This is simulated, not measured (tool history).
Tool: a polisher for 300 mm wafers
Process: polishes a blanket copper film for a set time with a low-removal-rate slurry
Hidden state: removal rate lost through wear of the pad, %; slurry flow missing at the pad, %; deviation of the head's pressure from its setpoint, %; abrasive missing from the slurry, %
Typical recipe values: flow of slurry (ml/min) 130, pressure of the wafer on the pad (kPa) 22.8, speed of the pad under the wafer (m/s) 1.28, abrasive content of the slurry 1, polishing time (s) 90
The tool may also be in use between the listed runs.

run	day	flow of slurry (ml/min)	pressure of the wafer on the pad (kPa)	speed of the pad under the wafer (m/s)	abrasive content of the slurry	polishing time (s)	wafers since the last listed run	wafers polished on this pad	hours since the slurry nozzle was cleaned	hours since the head pressure was calibrated	hours since the slurry blender was calibrated	incoming thickness of the incoming film, nm	film removed (nm)
1	0	130	22.8	1.28	1	90	0	497	60.3	245.3	26.6	1145.5	344.4
2	0.721	115	22.8	1.28	0.8	90	148	646	77.6	262.6	43.9	1107.9	317.3
3	0.988	115	22.8	1.28	0.8	90	55	701	84	269	50.3	1142.7	328
4	1.262	130	22.8	1.28	1.05	90	56	758	90.6	275.6	56.9	1114.2	357.8
5	1.875	130	22.8	1.28	1.05	90	126	884	105.3	290.3	71.6	1128.2	346.7
6	3.458	130	22.8	1.28	1	90	326	1211	143.3	328.3	109.6	1147.3	346.8
# day 3.65: worn pad replaced by a new one
7	3.9	130	22.8	1.28	1	90	56	51	153.9	338.9	120.2	1142.5	338
8	4.396	105	22.8	1.28	1	90	102	153	165.8	350.8	132.1	1132.6	318.2
# day 4.612: slurry blender recalibrated
9	4.762	145	22.8	1.28	1.15	90	58	212	174.6	359.6	3.6	1122.7	351.7
10	5.358	145	22.8	1.28	1.15	90	123	335	188.9	373.9	17.9	1107.3	353.6
11	5.762	130	22.8	1.08	1	90	83	418	198.6	383.6	27.6	1128.2	282.5
12	6.108	130	22.8	1.08	1	90	71	490	206.9	391.9	35.9	1111.1	281.8
13	6.533	130	22.8	1.28	1	98	87	578	217.1	402.1	46.1	1116.5	352.5
14	6.892	130	22.8	1.28	1	98	74	652	225.7	410.7	54.7	1130.8	357.9
15	7.454	130	22.8	1.28	1	102	116	768	239.2	424.2	68.2	1109.1	368.5
16	7.958	130	25.5	0.86	1	90	104	872	251.3	436.3	80.3	1137	249.9
# day 8.212: head pressure recalibrated
17	8.288	130	22.8	1.1	1	90	50	923	259.2	1.8	88.2	1129.1	310.3
18	8.538	130	22.8	1.28	1	90	51	974	265.2	7.8	94.2	1129.7	363.6
19	8.908	130	22.8	1.28	1	90	76	1051	274.1	16.7	103.1	1114.1	359.1
# day 9.575: worn pad replaced by a new one
20	9.596	130	20.7	0.9	1.3	90	107	4	290.6	33.2	119.6	1141.9	259.6
# day 9.704: slurry nozzle cleaned
21	9.725	130	22.8	1.4	0.9	117	18	22	0.5	36.3	122.7	1119.9	516.7
22	9.996	130	22.8	1.28	1	90	55	78	7	42.8	129.2	1108.2	371
# day 10.238: slurry blender recalibrated
23	10.508	130	22.8	1.28	1	90	88	166	19.3	55.1	6.5	1111.6	372.5
24	11.071	130	22.8	1.58	1	99	116	283	32.8	68.6	20	1121.6	494.9
25	11.333	115	22.8	1.28	1	90	54	337	39.1	74.9	26.3	1147.5	359.9
26	11.667	130	22.8	1.28	1	90	68	406	47.1	82.9	34.3	1125.6	371.1
27	12.25	165	14.5	1.08	1	98	120	526	61.1	96.9	48.3	1129.4	246.9
28	12.804	95	20	1.28	0.85	90	114	641	74.4	110.2	61.6	1139.6	293.6

Predict each of these 4 candidate next runs independently; none follows another, all start after run 28:
A	12.825	130	22.8	1.28	1.25	90	4	645	74.9	110.7	62.1	1112.5	?
B	12.825	110	20.7	1.68	1	111	4	645	74.9	110.7	62.1	1112.5	?
C	12.825	130	20	1.28	0.8	72	4	645	74.9	110.7	62.1	1112.5	?
D	12.825	130	31	1.28	1	64	4	645	74.9	110.7	62.1	1112.5	?

run	film removed (nm)
A	383.6
B	517.4
C	252
D	339.8
Take away the tool's hidden state, keep each run's random variation, and the runs would have read:
run	film removed (nm)
A	387
B	522.9
C	254.2
D	342.7
